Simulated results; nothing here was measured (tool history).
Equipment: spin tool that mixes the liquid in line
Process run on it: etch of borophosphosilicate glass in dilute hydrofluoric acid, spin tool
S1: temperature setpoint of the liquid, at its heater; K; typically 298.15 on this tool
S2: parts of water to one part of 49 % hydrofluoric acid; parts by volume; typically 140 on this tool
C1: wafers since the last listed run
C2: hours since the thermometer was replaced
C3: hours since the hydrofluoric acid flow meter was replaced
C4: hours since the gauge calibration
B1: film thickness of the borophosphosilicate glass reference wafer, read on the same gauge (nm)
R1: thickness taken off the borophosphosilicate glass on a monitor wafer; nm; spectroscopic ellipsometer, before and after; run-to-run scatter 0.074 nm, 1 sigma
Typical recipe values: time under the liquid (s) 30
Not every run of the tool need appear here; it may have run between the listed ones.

{"run": 1, "day": 0.0, "S1": 298.15, "S2": 140, "time under the liquid (s)": 30, "C1": 0, "C2": 370.5, "C3": 1484, "C4": 24, "B1": 130.04, "R1": 9.76}
{"run": 2, "day": 0.404, "S1": 298.15, "S2": 140, "time under the liquid (s)": 15, "C1": 134, "C2": 380.2, "C3": 1493.7, "C4": 33.7, "B1": 130.02, "R1": 4.84}
{"run": 3, "day": 0.696, "S1": 298.15, "S2": 140, "time under the liquid (s)": 15, "C1": 97, "C2": 387.2, "C3": 1500.7, "C4": 40.7, "B1": 130.04, "R1": 4.83}
{"run": 4, "day": 1.221, "S1": 298.15, "S2": 140, "time under the liquid (s)": 30, "C1": 174, "C2": 399.8, "C3": 1513.3, "C4": 53.3, "B1": 130.02, "R1": 9.84}
{"run": 5, "day": 1.762, "S1": 298.15, "S2": 140, "time under the liquid (s)": 30, "C1": 180, "C2": 412.8, "C3": 1526.3, "C4": 66.3, "B1": 130.01, "R1": 9.69}
{"run": 6, "day": 3.612, "S1": 298.15, "S2": 140, "time under the liquid (s)": 30, "C1": 615, "C2": 457.2, "C3": 1570.7, "C4": 110.7, "B1": 129.99, "R1": 9.8}
{"run": 7, "day": 4.175, "S1": 299.15, "S2": 140, "time under the liquid (s)": 15, "C1": 187, "C2": 470.7, "C3": 1584.2, "C4": 124.2, "B1": 129.98, "R1": 5.16}
{"run": 8, "day": 4.696, "S1": 298.15, "S2": 140, "time under the liquid (s)": 45, "C1": 173, "C2": 483.2, "C3": 1596.7, "C4": 136.7, "B1": 130.02, "R1": 14.92}
{"run": 9, "day": 5.346, "S1": 295.65, "S2": 140, "time under the liquid (s)": 25, "C1": 216, "C2": 498.8, "C3": 1612.3, "C4": 152.3, "B1": 130.03, "R1": 7.43}
{"run": 10, "day": 5.654, "S1": 298.15, "S2": 140, "time under the liquid (s)": 40, "C1": 102, "C2": 506.2, "C3": 1619.7, "C4": 159.7, "B1": 130.02, "R1": 13.26}
{"run": 11, "day": 7.292, "S1": 298.15, "S2": 140, "time under the liquid (s)": 40, "C1": 544, "C2": 545.5, "C3": 1659, "C4": 199, "B1": 130, "R1": 13.09}
{"day": 8.696, "done": "thermometer replaced"}
{"day": 9.183, "done": "hydrofluoric acid flow meter replaced"}
{"run": 12, "day": 9.204, "S1": 298.15, "S2": 140, "time under the liquid (s)": 40, "C1": 608, "C2": 12.2, "C3": 0.5, "C4": 244.9, "B1": 129.99, "R1": 11.56}
{"run": 13, "day": 9.692, "S1": 299.15, "S2": 140, "time under the liquid (s)": 15, "C1": 162, "C2": 23.9, "C3": 12.2, "C4": 256.6, "B1": 130.01, "R1": 4.51}

Expected results for the next run?
{"run": 14, "day": 10.075, "S1": 302.65, "S2": 140, "time under the liquid (s)": 30, "C1": 127, "C2": 33.1, "C3": 21.4, "C4": 265.8, "B1": "?", "R1": "?"}

Run 14 came out at B1 130, R1 10.16 nm.
The same run, on a tool lacking any hidden state, would have yielded R1 10.03 nm.
